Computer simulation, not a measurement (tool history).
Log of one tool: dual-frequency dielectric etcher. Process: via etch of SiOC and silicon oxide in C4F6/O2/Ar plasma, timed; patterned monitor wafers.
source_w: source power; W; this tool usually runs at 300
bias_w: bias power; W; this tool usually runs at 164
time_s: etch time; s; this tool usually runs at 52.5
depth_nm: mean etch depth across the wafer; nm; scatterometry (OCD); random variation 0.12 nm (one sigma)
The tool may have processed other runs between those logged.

run   hour  source_w  bias_w  time_s  read-back reference wafer on the same gauge, depth_nm  depth_nm
  1    0.0       300     164    52.5                                                   54.8      54.2
  2   16.6       300     164    52.5                                                   54.8      54.2
      19.6  -- gauge calibrated
  3   22.7       300     164    52.5                                                   54.8      54.4
  4   30.6       300     164    52.5                                                   54.8      54.3
  5   50.8       300     164    52.5                                                   54.8      54.5
  6   68.0       300     164    44.5                                                   54.8      46.4
  7   82.8       300     164    44.5                                                   54.8      46.2
  8   94.0       300     164    52.5                                                   54.8      54.5
  9  111.8       300     164    52.5                                                   54.8      54.6
 10  123.9       300     164    52.5                                                   54.8      54.8
     148.5  -- wet clean of the chamber
     150.4  -- bias power generator calibrated
     153.2  -- upper electrode replaced
 11  153.7       300     164    39.5                                                   54.8      39.2
 12  154.0       380     129    40.0                                                   54.8      41.7
 13  157.1       300     164    52.5                                                   54.8      52.5
 14  174.0       340     164    52.5                                                   54.8      55.2
 15  187.0       300     164    52.5                                                   54.8      52.6
     189.5  -- gauge calibrated
     201.5  -- source power generator calibrated
 16  203.0       300     181    60.5                                                   54.8      61.8
 17  214.4       350     145    66.5                                                   54.8      68.7
 18  225.3       300     164    64.5                                                   54.8      64.4
 19  235.9       300     205    68.0                                                   54.9      71.9
 20  249.7       300     164    52.5                                                   54.8      52.7
 21  259.8       300     164    68.0                                                   54.8      68.3

Alternative continuations, all from the tool just after run 21; predict every row:
  A  260.2       260     164    52.5                                                      ?         ?
  B  260.2       270     164    52.5                                                      ?         ?
  C  260.2       340     164    58.5                                                      ?         ?

run  read-back reference wafer on the same gauge, depth_nm  depth_nm
  A                                                   54.8      50.0
  B                                                   54.8      50.7
  C                                                   54.8      61.9
Without the tool's hidden state the same runs would have given:
run  depth_nm
  A      49.6
  B      50.3
  C      61.5
